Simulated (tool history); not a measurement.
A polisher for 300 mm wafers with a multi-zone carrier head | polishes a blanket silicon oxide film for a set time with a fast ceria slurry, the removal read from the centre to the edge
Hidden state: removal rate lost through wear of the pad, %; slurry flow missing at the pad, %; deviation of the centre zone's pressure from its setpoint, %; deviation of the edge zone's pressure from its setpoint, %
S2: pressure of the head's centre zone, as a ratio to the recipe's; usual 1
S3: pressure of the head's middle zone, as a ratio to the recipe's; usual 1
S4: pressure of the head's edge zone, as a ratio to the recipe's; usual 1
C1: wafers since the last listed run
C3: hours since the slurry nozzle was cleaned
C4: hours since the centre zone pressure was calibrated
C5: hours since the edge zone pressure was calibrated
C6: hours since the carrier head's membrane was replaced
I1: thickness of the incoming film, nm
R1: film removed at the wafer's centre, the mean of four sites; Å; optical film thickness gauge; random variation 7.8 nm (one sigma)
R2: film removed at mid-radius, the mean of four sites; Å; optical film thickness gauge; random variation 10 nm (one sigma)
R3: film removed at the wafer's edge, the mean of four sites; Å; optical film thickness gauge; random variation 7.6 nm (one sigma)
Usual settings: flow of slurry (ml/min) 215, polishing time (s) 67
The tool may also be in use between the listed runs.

run 1 hour=0 | flow_of_slurry_(ml/min)=215 S2=1 S3=1 S4=1 polishing_time_(s)=67 | C1=0 wafers_polished_on_this_pad=4646 C3=361.7 C4=396.4 C5=979.6 C6=652.9 | I1=3388.1 | R1=7458 R2=7275 R3=7442
-- hour=35.1 worn pad replaced by a new one
run 2 hour=102.6 | flow_of_slurry_(ml/min)=215 S2=1 S3=1 S4=1 polishing_time_(s)=67 | C1=1112 wafers_polished_on_this_pad=761 C3=464.3 C4=499 C5=1082.2 C6=755.5 | I1=3461.9 | R1=7907 R2=7634 R3=8068
run 3 hour=170 | flow_of_slurry_(ml/min)=215 S2=1 S3=1 S4=1 polishing_time_(s)=67 | C1=760 wafers_polished_on_this_pad=1521 C3=531.7 C4=566.4 C5=1149.6 C6=822.9 | I1=3445.1 | R1=7495 R2=7389 R3=7593
-- hour=185.6 edge zone pressure recalibrated
-- hour=225.2 slurry nozzle cleaned
run 4 hour=230.4 | flow_of_slurry_(ml/min)=215 S2=1 S3=1 S4=1 polishing_time_(s)=67 | C1=647 wafers_polished_on_this_pad=2168 C3=5.2 C4=626.8 C5=44.8 C6=883.3 | I1=3460.8 | R1=7917 R2=7694 R3=7961
run 5 hour=316.3 | flow_of_slurry_(ml/min)=215 S2=1 S3=1 S4=1.05 polishing_time_(s)=67 | C1=968 wafers_polished_on_this_pad=3137 C3=91.1 C4=712.7 C5=130.7 C6=969.2 | I1=3480.6 | R1=7786 R2=7647 R3=7914
run 6 hour=389 | flow_of_slurry_(ml/min)=215 S2=1 S3=1 S4=1.05 polishing_time_(s)=67 | C1=820 wafers_polished_on_this_pad=3957 C3=163.8 C4=785.4 C5=203.4 C6=1041.9 | I1=3502.3 | R1=7779 R2=7477 R3=7855
run 7 hour=458.7 | flow_of_slurry_(ml/min)=215 S2=1 S3=1 S4=1.05 polishing_time_(s)=67 | C1=786 wafers_polished_on_this_pad=4744 C3=233.5 C4=855.1 C5=273.1 C6=1111.6 | I1=3511.1 | R1=7720 R2=7491 R3=7802
-- hour=476.4 worn pad replaced by a new one
run 8 hour=546.8 | flow_of_slurry_(ml/min)=215 S2=1 S3=1.09 S4=1.08 polishing_time_(s)=51 | C1=948 wafers_polished_on_this_pad=794 C3=321.6 C4=943.2 C5=361.2 C6=1199.7 | I1=3450.9 | R1=6182 R2=6259 R3=6344
run 9 hour=634.8 | flow_of_slurry_(ml/min)=215 S2=1 S3=1 S4=1 polishing_time_(s)=67 | C1=992 wafers_polished_on_this_pad=1787 C3=409.6 C4=1031.2 C5=449.2 C6=1287.7 | I1=3403.6 | R1=7801 R2=7679 R3=7725
run 10 hour=709.4 | flow_of_slurry_(ml/min)=215 S2=1.11 S3=0.95 S4=1 polishing_time_(s)=67 | C1=841 wafers_polished_on_this_pad=2628 C3=484.2 C4=1105.8 C5=523.8 C6=1362.3 | I1=3514.4 | R1=8368 R2=7181 R3=7587
-- hour=722 slurry nozzle cleaned
-- hour=759.6 carrier head's membrane replaced by a new one
run 11 hour=771.5 | flow_of_slurry_(ml/min)=215 S2=1.09 S3=1.11 S4=1 polishing_time_(s)=67 | C1=632 wafers_polished_on_this_pad=3261 C3=49.5 C4=1167.9 C5=585.9 C6=11.9 | I1=3493.6 | R1=8404 R2=7972 R3=7701
run 12 hour=838.6 | flow_of_slurry_(ml/min)=215 S2=1 S3=1 S4=1.11 polishing_time_(s)=67 | C1=756 wafers_polished_on_this_pad=4018 C3=116.6 C4=1235 C5=653 C6=79 | I1=3509.5 | R1=7714 R2=7604 R3=8104
run 13 hour=914.5 | flow_of_slurry_(ml/min)=215 S2=1 S3=1 S4=1.04 polishing_time_(s)=67 | C1=856 wafers_polished_on_this_pad=4874 C3=192.5 C4=1310.9 C5=728.9 C6=154.9 | I1=3445.6 | R1=7610 R2=7481 R3=7803
-- hour=929.9 worn pad replaced by a new one
run 14 hour=959.8 | flow_of_slurry_(ml/min)=215 S2=1 S3=1 S4=1 polishing_time_(s)=67 | C1=465 wafers_polished_on_this_pad=337 C3=237.8 C4=1356.2 C5=774.2 C6=200.2 | I1=3438 | R1=8201 R2=8139 R3=8252
run 15 hour=1008.7 | flow_of_slurry_(ml/min)=215 S2=1 S3=1.06 S4=0.93 polishing_time_(s)=59 | C1=551 wafers_polished_on_this_pad=888 C3=286.7 C4=1405.1 C5=823.1 C6=249.1 | I1=3472.2 | R1=6977 R2=7107 R3=6767
run 16 hour=1085.3 | flow_of_slurry_(ml/min)=215 S2=1.03 S3=0.89 S4=0.96 polishing_time_(s)=90 | C1=864 wafers_polished_on_this_pad=1752 C3=363.3 C4=1481.7 C5=899.7 C6=325.7 | I1=3532.9 | R1=10606 R2=9296 R3=10232
run 17 hour=1124.3 | flow_of_slurry_(ml/min)=165 S2=1.03 S3=1 S4=0.89 polishing_time_(s)=67 | C1=439 wafers_polished_on_this_pad=2192 C3=402.3 C4=1520.7 C5=938.7 C6=364.7 | I1=3506.6 | R1=7432 R2=7065 R3=7025
run 18 hour=1168.6 | flow_of_slurry_(ml/min)=215 S2=1 S3=1 S4=1 polishing_time_(s)=67 | C1=499 wafers_polished_on_this_pad=2692 C3=446.6 C4=1565 C5=983 C6=409 | I1=3424.2 | R1=7434 R2=7173 R3=7487
-- hour=1184.8 centre zone pressure recalibrated
-- hour=1190.5 edge zone pressure recalibrated
-- hour=1256.2 slurry nozzle cleaned
-- hour=1387.3 worn pad replaced by a new one
run 19 hour=1394 | flow_of_slurry_(ml/min)=215 S2=1.1 S3=1.07 S4=0.95 polishing_time_(s)=49 | C1=2440 wafers_polished_on_this_pad=75 C3=137.8 C4=209.2 C5=203.5 C6=634.4 | I1=3433 | R1=6976 R2=6293 R3=6194
run 20 hour=1483.7 | flow_of_slurry_(ml/min)=215 S2=0.89 S3=1 S4=1 polishing_time_(s)=67 | C1=1011 wafers_polished_on_this_pad=1087 C3=227.5 C4=298.9 C5=293.2 C6=724.1 | I1=3436.9 | R1=7235 R2=7684 R3=8033

The next listed run, before its measurement:
run 21 hour=1548.1 | flow_of_slurry_(ml/min)=215 S2=1 S3=1 S4=1 polishing_time_(s)=67 | C1=726 wafers_polished_on_this_pad=1813 C3=291.9 C4=363.3 C5=357.6 C6=788.5 | I1=3507.3 | R1=? R2=? R3=?

Run 21 gave R1 7867 Å, R2 7591 Å, R3 7783 Å.
Without the tool's hidden state the same run would have given R1 8841 Å, R2 8515 Å, R3 8698 Å.
